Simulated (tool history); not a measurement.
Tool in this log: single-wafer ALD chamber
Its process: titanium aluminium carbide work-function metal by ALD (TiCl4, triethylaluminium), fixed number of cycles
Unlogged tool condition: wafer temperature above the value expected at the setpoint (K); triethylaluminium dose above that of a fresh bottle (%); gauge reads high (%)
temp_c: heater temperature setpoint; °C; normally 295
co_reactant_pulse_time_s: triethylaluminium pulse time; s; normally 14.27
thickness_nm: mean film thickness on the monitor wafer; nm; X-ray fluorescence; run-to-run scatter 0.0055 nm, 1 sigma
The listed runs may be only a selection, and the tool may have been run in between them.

| run | day | temp_c | co_reactant_pulse_time_s | wafers since the last listed run | hours since the last thermocouple change | hours since the last triethylaluminium bottle change | hours since the showerhead was replaced | hours since the gauge calibration | read-back reference wafer on the same gauge, thickness_nm | thickness_nm |
|---|---|---|---|---|---|---|---|---|---|---|
| 1 | 0.000 | 295 | 14.27 | 0 | 1234.7 | 1176.1 | 5241.2 | 571.7 | 1.845 | 2.131 |
| 2 | 0.525 | 295 | 14.27 | 110 | 1247.3 | 1188.7 | 5253.8 | 584.3 | 1.842 | 2.118 |
| 3 | 0.908 | 295 | 14.27 | 80 | 1256.5 | 1197.9 | 5263.0 | 593.5 | 1.841 | 2.126 |
| 4 | 1.221 | 295 | 14.27 | 65 | 1264.0 | 1205.4 | 5270.5 | 601.0 | 1.842 | 2.133 |
|  | 1.479 | gauge calibrated |
| 5 | 1.504 | 302 | 10.92 | 59 | 1270.8 | 1212.2 | 5277.3 | 0.6 | 1.888 | 2.227 |
| 6 | 1.779 | 292 | 14.27 | 57 | 1277.4 | 1218.8 | 5283.9 | 7.2 | 1.886 | 2.149 |
| 7 | 2.196 | 292 | 14.27 | 87 | 1287.4 | 1228.8 | 5293.9 | 17.2 | 1.884 | 2.154 |
| 8 | 2.671 | 295 | 14.27 | 100 | 1298.8 | 1240.2 | 5305.3 | 28.6 | 1.886 | 2.188 |
| 9 | 3.412 | 295 | 14.27 | 156 | 1316.6 | 1258.0 | 5323.1 | 46.4 | 1.881 | 2.191 |
|  | 4.071 | showerhead replaced |
| 10 | 4.092 | 295 | 14.27 | 72 | 1332.9 | 1274.3 | 0.5 | 62.7 | 1.882 | 2.164 |
| 11 | 4.338 | 301 | 8.88 | 51 | 1338.8 | 1280.2 | 6.4 | 68.6 | 1.882 | 2.190 |
| 12 | 4.650 | 295 | 14.27 | 65 | 1346.3 | 1287.7 | 13.9 | 76.1 | 1.883 | 2.179 |
| 13 | 5.142 | 284 | 10.04 | 103 | 1358.1 | 1299.5 | 25.7 | 87.9 | 1.882 | 2.068 |
| 14 | 5.775 | 295 | 14.27 | 133 | 1373.3 | 1314.7 | 40.9 | 103.1 | 1.880 | 2.185 |
| 15 | 6.500 | 309 | 15.98 | 152 | 1390.7 | 1332.1 | 58.3 | 120.5 | 1.878 | 2.292 |
| 16 | 7.167 | 295 | 14.27 | 140 | 1406.7 | 1348.1 | 74.3 | 136.5 | 1.878 | 2.168 |
|  | 8.088 | triethylaluminium bottle replaced |
| 17 | 8.108 | 295 | 14.27 | 128 | 1429.3 | 0.5 | 96.9 | 159.1 | 1.875 | 2.162 |
| 18 | 8.250 | 284 | 10.43 | 29 | 1432.7 | 3.9 | 100.3 | 162.5 | 1.876 | 2.064 |
| 19 | 8.533 | 281 | 16.49 | 59 | 1439.5 | 10.7 | 107.1 | 169.3 | 1.876 | 2.061 |
| 20 | 8.933 | 302 | 10.92 | 84 | 1449.1 | 20.3 | 116.7 | 178.9 | 1.873 | 2.208 |
|  | 9.438 | thermocouple changed; heater temperature recalibrated |
| 21 | 9.458 | 282 | 9.99 | 40 | 0.5 | 32.9 | 129.3 | 191.5 | 1.874 | 2.041 |
| 22 | 9.683 | 289 | 16.69 | 47 | 5.9 | 38.3 | 134.7 | 196.9 | 1.874 | 2.122 |
| 23 | 9.942 | 287 | 19.46 | 54 | 12.1 | 44.5 | 140.9 | 203.1 | 1.873 | 2.111 |
| 24 | 10.608 | 295 | 14.27 | 140 | 28.1 | 60.5 | 156.9 | 219.1 | 1.873 | 2.165 |
| 25 | 10.875 | 286 | 14.27 | 56 | 34.5 | 66.9 | 163.3 | 225.5 | 1.870 | 2.087 |
| 26 | 11.275 | 295 | 14.27 | 84 | 44.1 | 76.5 | 172.9 | 235.1 | 1.870 | 2.162 |
| 27 | 11.704 | 295 | 14.27 | 90 | 54.4 | 86.8 | 183.2 | 245.4 | 1.868 | 2.161 |
| 28 | 11.979 | 304 | 14.27 | 57 | 61.0 | 93.4 | 189.8 | 252.0 | 1.869 | 2.242 |
| 29 | 12.517 | 303 | 14.27 | 113 | 73.9 | 106.3 | 202.7 | 264.9 | 1.870 | 2.224 |
| 30 | 12.958 | 288 | 16.70 | 93 | 84.5 | 116.9 | 213.3 | 275.5 | 1.864 | 2.112 |
| 31 | 13.396 | 283 | 11.06 | 92 | 95.0 | 127.4 | 223.8 | 286.0 | 1.865 | 2.043 |
| 32 | 13.650 | 295 | 14.27 | 53 | 101.1 | 133.5 | 229.9 | 292.1 | 1.866 | 2.153 |
| 33 | 14.296 | 288 | 14.27 | 136 | 116.6 | 149.0 | 245.4 | 307.6 | 1.866 | 2.090 |

Expected results for the next run?
| 34 | 14.775 | 290 | 14.27 | 100 | 128.1 | 160.5 | 256.9 | 319.1 | ? | ? |

Run 34 yielded read-back reference wafer on the same gauge, thickness_nm 1.862, thickness_nm 2.115 nm.
If the tool had no hidden condition, the same run with the same run-to-run variation would have returned thickness_nm 2.145 nm.
